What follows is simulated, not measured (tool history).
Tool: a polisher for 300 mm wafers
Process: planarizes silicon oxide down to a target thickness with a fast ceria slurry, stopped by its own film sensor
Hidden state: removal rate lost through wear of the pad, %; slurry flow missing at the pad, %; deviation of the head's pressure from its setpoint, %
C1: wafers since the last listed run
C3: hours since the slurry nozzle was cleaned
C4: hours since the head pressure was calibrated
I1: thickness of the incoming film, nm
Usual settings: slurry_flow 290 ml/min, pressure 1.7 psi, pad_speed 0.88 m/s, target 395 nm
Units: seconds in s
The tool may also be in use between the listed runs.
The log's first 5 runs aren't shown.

Run 6, hour 407.6: usual settings; C1 493; wafers polished on this pad 1979; C3 681.2; C4 230.4; I1 918.1. Result: seconds 71.5 s.
At hour 457.7: slurry nozzle cleaned.
Run 7, hour 465.0: usual settings; C1 708; wafers polished on this pad 2688; C3 7.3; C4 287.8; I1 929.3. Result: seconds 69.3 s.
Run 8, hour 511.7: usual settings; C1 586; wafers polished on this pad 3274; C3 54.0; C4 334.5; I1 931.9. Result: seconds 70.4 s.
Run 9, hour 574.1: usual settings but target 466 nm; C1 783; wafers polished on this pad 4058; C3 116.4; C4 396.9; I1 919.6. Result: seconds 59.9 s.
Run 10, hour 634.1: usual settings but slurry_flow 225 ml/min; C1 753; wafers polished on this pad 4812; C3 176.4; C4 456.9; I1 930.4. Result: seconds 72.6 s.
Run 11, hour 680.8: usual settings but slurry_flow 225 ml/min; C1 586; wafers polished on this pad 5398; C3 223.1; C4 503.6; I1 948.1. Result: seconds 74.4 s.
Run 12, hour 713.4: usual settings but slurry_flow 225 ml/min; C1 409; wafers polished on this pad 5808; C3 255.7; C4 536.2; I1 913.2. Result: seconds 70.6 s.
At hour 740.3: worn pad replaced by a new one, of another model than before.
Run 13, hour 748.5: usual settings but slurry_flow 220 ml/min; C1 390; wafers polished on this pad 103; C3 290.8; C4 571.3; I1 929.9. Result: seconds 76.3 s.
Run 14, hour 800.2: usual settings but slurry_flow 220 ml/min; C1 649; wafers polished on this pad 752; C3 342.5; C4 623.0; I1 945.7. Result: seconds 77.9 s.
Run 15, hour 853.9: usual settings; C1 674; wafers polished on this pad 1427; C3 396.2; C4 676.7; I1 920.4. Result: seconds 70.5 s.
Run 16, hour 908.7: usual settings; C1 688; wafers polished on this pad 2115; C3 451.0; C4 731.5; I1 943.0. Result: seconds 76.1 s.
Run 17, hour 969.4: usual settings; C1 762; wafers polished on this pad 2878; C3 511.7; C4 792.2; I1 917.3. Result: seconds 72.4 s.
Run 18, hour 1023.6: usual settings but slurry_flow 200 ml/min; C1 680; wafers polished on this pad 3559; C3 565.9; C4 846.4; I1 931.7. Result: seconds 86.5 s.
Run 19, hour 1056.1: usual settings but target 327 nm; C1 408; wafers polished on this pad 3967; C3 598.4; C4 878.9; I1 928.9. Result: seconds 84.9 s.

Forecast run 20:
At hour 1088.9: slurry nozzle cleaned.
Run 20, hour 1154.3: usual settings but slurry_flow 260 ml/min, pad_speed 0.72 m/s; C1 1221; wafers polished on this pad 5188; C3 65.4; C4 977.1; I1 922.1. Result: seconds ?.

seconds: 78.0 s
Without the tool's hidden state the same run would have given seconds 76.6 s.
